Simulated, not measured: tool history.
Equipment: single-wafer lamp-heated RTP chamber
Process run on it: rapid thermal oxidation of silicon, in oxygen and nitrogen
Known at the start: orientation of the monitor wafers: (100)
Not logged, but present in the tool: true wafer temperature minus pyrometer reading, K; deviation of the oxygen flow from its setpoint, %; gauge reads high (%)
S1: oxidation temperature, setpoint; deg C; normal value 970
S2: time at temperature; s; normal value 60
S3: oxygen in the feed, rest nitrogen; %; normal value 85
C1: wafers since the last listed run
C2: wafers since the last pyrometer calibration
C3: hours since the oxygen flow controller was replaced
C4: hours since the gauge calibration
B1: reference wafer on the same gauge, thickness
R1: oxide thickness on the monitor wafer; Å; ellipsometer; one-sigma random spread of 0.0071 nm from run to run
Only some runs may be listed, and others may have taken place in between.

run	hour	S1	S2	S3	C1	C2	C3	C4	B1	R1
1	0.0	970	60	85	0	472	3271.8	1274.0	4.550	47.45
2	74.5	970	60	85	739	1212	3346.3	1348.5	4.549	47.81
3	120.2	970	72	85	453	1665	3392.0	1394.2	4.551	51.76
4	220.5	970	72	85	995	2661	3492.3	1494.5	4.551	51.94
5	485.3	970	72	85	2628	5289	3757.1	1759.3	4.550	52.14
# hour 555.9: pyrometer window cleaned and pyrometer calibrated
6	572.4	970	60	67	785	163	3844.2	1846.4	4.550	43.94
7	669.5	970	60	67	963	1127	3941.3	1943.5	4.549	44.23
8	725.7	970	60	67	557	1685	3997.5	1999.7	4.550	44.25
9	777.4	970	60	98	513	2198	4049.2	2051.4	4.549	50.13
10	817.3	970	60	98	396	2594	4089.1	2091.3	4.549	50.36
11	867.1	970	60	98	494	3088	4138.9	2141.1	4.548	50.29
12	915.8	970	60	85	483	3572	4187.6	2189.8	4.551	48.21
13	976.2	970	60	85	599	4171	4248.0	2250.2	4.549	48.19
14	1042.6	970	60	85	659	4830	4314.4	2316.6	4.550	48.19
# hour 1114.2: pyrometer window cleaned and pyrometer calibrated
15	1128.2	970	60	85	770	138	4400.0	2402.2	4.551	47.40
16	1202.4	970	60	85	736	875	4474.2	2476.4	4.549	47.60
17	1243.6	970	60	85	408	1284	4515.4	2517.6	4.550	47.65
# hour 1277.5: oxygen flow controller replaced
18	1483.9	970	60	85	2305	3590	206.4	2757.9	4.550	47.90
19	1589.7	947	60	85	1050	4640	312.2	2863.7	4.550	40.92
20	1688.9	970	60	95	984	5625	411.4	2962.9	4.551	49.96
# hour 1724.1: gauge calibrated
# hour 1743.2: pyrometer window cleaned and pyrometer calibrated
21	1743.7	970	60	95	464	5	466.2	19.6	4.549	49.03
22	1854.2	970	60	85	1096	1101	576.7	130.1	4.551	47.70
23	1911.5	970	30	93	568	1670	634.0	187.4	4.550	37.48
24	2073.0	950	82	71	1603	3273	795.5	348.9	4.549	44.68
25	2130.2	951	60	85	567	3841	852.7	406.1	4.551	42.10
26	2206.6	970	60	85	758	4599	929.1	482.5	4.551	48.20
# hour 2383.5: pyrometer window cleaned and pyrometer calibrated
27	2419.0	955	33	98	2028	352	1141.5	694.9	4.550	35.49
28	2473.8	970	35	55	543	896	1196.3	749.7	4.549	34.14
29	2537.6	995	45	62	633	1530	1260.1	813.5	4.548	45.62
30	2594.5	970	88	85	564	2094	1317.0	870.4	4.550	56.38
31	2697.3	998	82	85	1020	3115	1419.8	973.2	4.550	67.38
32	2750.0	970	39	85	523	3638	1472.5	1025.9	4.549	40.43
33	2830.0	970	60	85	794	4432	1552.5	1105.9	4.550	48.25
34	2887.9	945	60	85	574	5007	1610.4	1163.8	4.551	40.39
35	2925.0	956	60	98	368	5375	1647.5	1200.9	4.550	45.69
# hour 3023.8: pyrometer window cleaned and pyrometer calibrated
36	3024.3	957	44	98	906	5	1746.8	1300.2	4.550	39.98
37	3081.1	960	60	95	563	568	1803.6	1357.0	4.550	46.12
38	3122.1	962	86	56	406	975	1844.6	1398.0	4.549	45.97

Here are 3 independent what-if runs from the current tool condition. What would each one return?
A	3122.6	970	32	85	4	980	1845.1	1398.5	?	?
B	3122.6	970	37	98	4	980	1845.1	1398.5	?	?
C	3122.6	970	78	55	4	980	1845.1	1398.5	?	?

run	B1	R1
A	4.548	37.36
B	4.548	41.18
C	4.548	46.43
What these runs would have given with no unlogged condition in the tool:
run	R1
A	36.94
B	40.69
C	45.86

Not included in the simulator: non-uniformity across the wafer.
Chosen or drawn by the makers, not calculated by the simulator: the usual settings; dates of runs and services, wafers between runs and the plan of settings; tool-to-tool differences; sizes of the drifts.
